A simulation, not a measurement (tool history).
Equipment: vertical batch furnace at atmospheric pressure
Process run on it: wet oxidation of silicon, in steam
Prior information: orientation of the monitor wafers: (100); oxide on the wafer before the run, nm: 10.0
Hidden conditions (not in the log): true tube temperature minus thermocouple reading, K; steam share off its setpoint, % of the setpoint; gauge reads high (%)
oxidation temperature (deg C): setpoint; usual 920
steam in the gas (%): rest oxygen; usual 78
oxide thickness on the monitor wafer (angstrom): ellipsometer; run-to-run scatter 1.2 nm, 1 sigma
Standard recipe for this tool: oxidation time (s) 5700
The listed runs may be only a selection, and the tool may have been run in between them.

run	hour	oxidation temperature (deg C)	oxidation time (s)	steam in the gas (%)	wafers since the last listed run	hours since the last temperature calibration	hours since the steam generator was serviced	hours since the gauge calibration	read-back reference wafer on the same gauge, thickness	oxide thickness on the monitor wafer (angstrom)
1	0	920	5700	78	0	2720.2	3227.4	758.9	212.81	2457.7
2	27.9	920	5700	78	392	2748.1	3255.3	786.8	213.19	2433
3	41.8	909	5700	78	195	2762	3269.2	800.7	212.98	2173.2
4	68.5	909	5700	78	375	2788.7	3295.9	827.4	213.33	2174.7
# hour 117.8: thermocouples replaced and temperature profile calibrated
5	148.6	920	5700	78	789	30.8	3376	907.5	212.71	2442.6
6	162.4	920	5700	78	194	44.6	3389.8	921.3	213.1	2440.9
7	176.7	908	5700	78	201	58.9	3404.1	935.6	212.52	2126.2
8	193.2	908	5700	78	232	75.4	3420.6	952.1	212.95	2118.8
9	221.2	920	5700	75	393	103.4	3448.6	980.1	212.78	2346.3
10	246.5	920	5700	75	355	128.7	3473.9	1005.4	213.25	2346.3
11	274.5	920	3630	68	393	156.7	3501.9	1033.4	213.03	1488.9
12	301.4	920	3630	68	378	183.6	3528.8	1060.3	213.38	1490.9
13	313.9	920	3630	68	175	196.1	3541.3	1072.8	212.95	1479.5
14	340.2	910	3240	87	370	222.4	3567.6	1099.1	212.83	1483.7
15	361	929	5700	78	292	243.2	3588.4	1119.9	213.03	2647.2
16	384.8	929	3840	78	334	267	3612.2	1143.7	213.45	1922
17	409.7	920	5700	78	350	291.9	3637.1	1168.6	212.86	2413.2
18	427.4	920	5700	78	249	309.6	3654.8	1186.3	213.27	2390.8
19	448.8	912	7440	70	301	331	3676.2	1207.7	212.98	2500.7
20	472.5	935	7830	78	333	354.7	3699.9	1231.4	212.63	3553.1
21	494.2	920	5700	78	305	376.4	3721.6	1253.1	213.56	2392
22	527.2	920	5700	78	464	409.4	3754.6	1286.1	212.91	2385.6
# hour 598.5: gauge calibrated
23	606.9	913	5700	84	1121	489.1	3834.3	8.4	213.28	2353.4
# hour 661.2: steam generator serviced
24	661.7	920	5700	78	433	543.9	0.5	63.2	212.96	2544.6
25	667.8	936	3300	82	85	550	6.6	69.3	213.18	2007.7
26	744.4	920	5700	78	1077	626.6	83.2	145.9	212.51	2539.3
27	776	920	7800	78	444	658.2	114.8	177.5	212.85	3270.8
28	799.7	929	4920	69	333	681.9	138.5	201.2	212.85	2249.9
29	823.7	920	7200	78	337	705.9	162.5	225.2	213.37	3077.3
30	857.8	920	5700	78	479	740	196.6	259.3	212.85	2527.5
31	872.9	920	8310	85	212	755.1	211.7	274.4	213.38	3684.8
32	898.2	920	3990	67	355	780.4	237	299.7	212.94	1681.8
33	912	920	3900	78	194	794.2	250.8	313.5	212.96	1870.3
34	939	904	5700	78	379	821.2	277.8	340.5	212.93	2134.5
35	964.5	920	5700	78	358	846.7	303.3	366	213.06	2517.3
36	992	943	6450	87	386	874.2	330.8	393.5	212.94	3772.9
37	1004.8	920	5700	84	180	887	343.6	406.3	212.99	2704

Give the tool's hidden conditions for every run:
true tube temperature minus thermocouple reading, K: 0 on each run
gauge reads high (%): 0 on each run
H1: steam share off its setpoint, % of the setpoint
run	H1
1	-6.71
2	-6.81
3	-6.86
4	-6.96
5	-7.27
6	-7.32
7	-7.38
8	-7.45
9	-7.56
10	-7.66
11	-7.77
12	-7.88
13	-7.93
14	-8.04
15	-8.12
16	-8.22
17	-8.33
18	-8.4
19	-8.49
20	-8.59
21	-8.69
22	-8.83
23	-9.18
24	-1.97
25	-1.97
26	-1.98
27	-1.98
28	-1.98
29	-1.99
30	-1.99
31	-2
32	-2
33	-2.01
34	-2.02
35	-2.03
36	-2.04
37	-2.04
